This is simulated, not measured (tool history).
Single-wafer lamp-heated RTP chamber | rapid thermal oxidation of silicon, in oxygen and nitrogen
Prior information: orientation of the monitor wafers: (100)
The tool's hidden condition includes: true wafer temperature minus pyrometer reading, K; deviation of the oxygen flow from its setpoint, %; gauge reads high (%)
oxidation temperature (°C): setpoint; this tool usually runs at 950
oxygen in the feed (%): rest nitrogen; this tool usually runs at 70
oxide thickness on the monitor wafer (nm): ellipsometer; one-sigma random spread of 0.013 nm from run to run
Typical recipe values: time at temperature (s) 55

run   hour  oxidation temperature (°C)  time at temperature (s)  oxygen in the feed (%)  wafers since the last listed run  wafers since the last pyrometer calibration  hours since the oxygen flow controller was replaced  hours since the gauge calibration  read-back reference wafer on the same gauge, thickness  oxide thickness on the monitor wafer (nm)
  1      0                         950                       55                      70                                 0                                         1585                                               6644.8                              164.7                                                   4.379                                      4.145
  2    6.7                         950                       55                      70                                72                                         1657                                               6651.5                              171.4                                                   4.381                                      4.154
  3   19.3                         942                       55                      70                               136                                         1794                                               6664.1                                184                                                   4.382                                      3.946
  4   33.2                         942                       55                      70                               150                                         1945                                                 6678                              197.9                                                   4.383                                      3.951
  5   39.7                         950                       55                      70                                70                                         2016                                               6684.5                              204.4                                                   4.378                                      4.129
  6   51.6                         950                       55                      70                               129                                         2145                                               6696.4                              216.3                                                   4.381                                      4.135
  7   59.1                         950                       55                      70                                81                                         2226                                               6703.9                              223.8                                                    4.38                                       4.15
  8   72.3                         950                       55                      83                               143                                         2369                                               6717.1                                237                                                   4.379                                      4.382
  9   83.2                         950                       55                      70                               118                                         2488                                                 6728                              247.9                                                    4.38                                      4.162
 10   95.6                         950                       55                      70                               134                                         2622                                               6740.4                              260.3                                                   4.382                                      4.147
 11    111                         950                       55                      77                               167                                         2790                                               6755.8                              275.7                                                   4.379                                      4.291
 12  127.9                         950                       55                      77                               183                                         2973                                               6772.7                              292.6                                                   4.378                                      4.264
 13  139.5                         973                       55                      70                               125                                         3099                                               6784.3                              304.2                                                   4.379                                      4.864
 14  169.9                         973                       55                      70                               330                                         3429                                               6814.7                              334.6                                                    4.38                                      4.862
 15  186.5                         973                       55                      70                               180                                         3609                                               6831.3                              351.2                                                   4.379                                      4.859
 16  193.7                         950                       55                      70                                78                                         3687                                               6838.5                              358.4                                                   4.381                                       4.17
 17  200.9                         966                       55                      70                                78                                         3765                                               6845.7                              365.6                                                    4.38                                       4.64
 18  215.8                         929                       74                      98                               161                                         3927                                               6860.6                              380.5                                                    4.38                                      4.464
 19  222.2                         928                       55                      70                                69                                         3997                                                 6867                              386.9                                                   4.379                                      3.659
     234.1  -- gauge calibrated
 20  234.2                         950                       55                      82                               130                                         4127                                                 6879                                0.1                                                   4.382                                      4.378
 21  240.4                         950                       55                      70                                67                                         4194                                               6885.2                                6.3                                                   4.382                                      4.159
 22  253.6                         966                       55                      98                               143                                         4338                                               6898.4                               19.5                                                   4.381                                      5.164
 23  266.3                         950                       77                      78                               137                                         4475                                               6911.1                               32.2                                                   4.381                                      4.905
     281.8  -- pyrometer window cleaned and pyrometer calibrated
 24  282.3                         925                       36                      44                                86                                            5                                               6927.1                               48.2                                                   4.379                                      2.882
 25  293.4                         923                       55                      70                               120                                          126                                               6938.2                               59.3                                                   4.379                                      3.442
     305.8  -- oxygen flow controller replaced
 26  306.3                         950                       55                      70                                53                                          179                                                  0.5                               72.2                                                   4.382                                       4.05
 27  315.1                         950                       55                      70                                95                                          275                                                  9.3                                 81                                                    4.38                                      4.081
 28  332.3                         950                       55                      70                               186                                          461                                                 26.5                               98.2                                                   4.379                                      4.054
 29  348.2                         950                       73                      70                               172                                          634                                                 42.4                              114.1                                                    4.38                                      4.556
 30  357.1                         950                       55                      70                                96                                          730                                                 51.3                                123                                                    4.38                                      4.115
 31  367.9                         940                       55                      89                               117                                          848                                                 62.1                              133.8                                                   4.381                                      4.083
 32  380.3                         929                       30                      62                               134                                          982                                                 74.5                              146.2                                                   4.379                                      2.978
 33    393                         950                       55                      70                               137                                         1120                                                 87.2                              158.9                                                   4.382                                      4.113
 34  408.9                         935                       68                      83                               172                                         1293                                                103.1                              174.8                                                   4.381                                      4.255
 35  428.7                         937                       76                      93                               214                                         1508                                                122.9                              194.6                                                   4.378                                      4.657
 36  441.1                         950                       55                      93                               134                                         1642                                                135.3                                207                                                    4.38                                      4.491
 37  451.9                         968                       55                      70                               117                                         1760                                                146.1                              217.8                                                   4.379                                      4.639
 38  460.2                         962                       64                      51                                90                                         1850                                                154.4                              226.1                                                    4.38                                       4.33

How the hidden state differs across the entries between the runs, from the last listed run before each to the first after it:
Logged between run 19 and run 20: gauge calibrated (hour 234.1)
  true wafer temperature minus pyrometer reading, K: 4.81 -> 4.83
  measured result minus the result with no hidden state, oxide thickness on the monitor wafer (nm): +0.097 -> +0.139
Logged between run 23 and run 24: pyrometer window cleaned and pyrometer calibrated (hour 281.8)
  true wafer temperature minus pyrometer reading, K: 4.89 -> 0.0283
  measured result minus the result with no hidden state, oxide thickness on the monitor wafer (nm): +0.168 -> +0.001
Logged between run 25 and run 26: oxygen flow controller replaced (hour 305.8)
  true wafer temperature minus pyrometer reading, K: 0.428 -> 0.851
  measured result minus the result with no hidden state, oxide thickness on the monitor wafer (nm): +0.008 -> +0.022
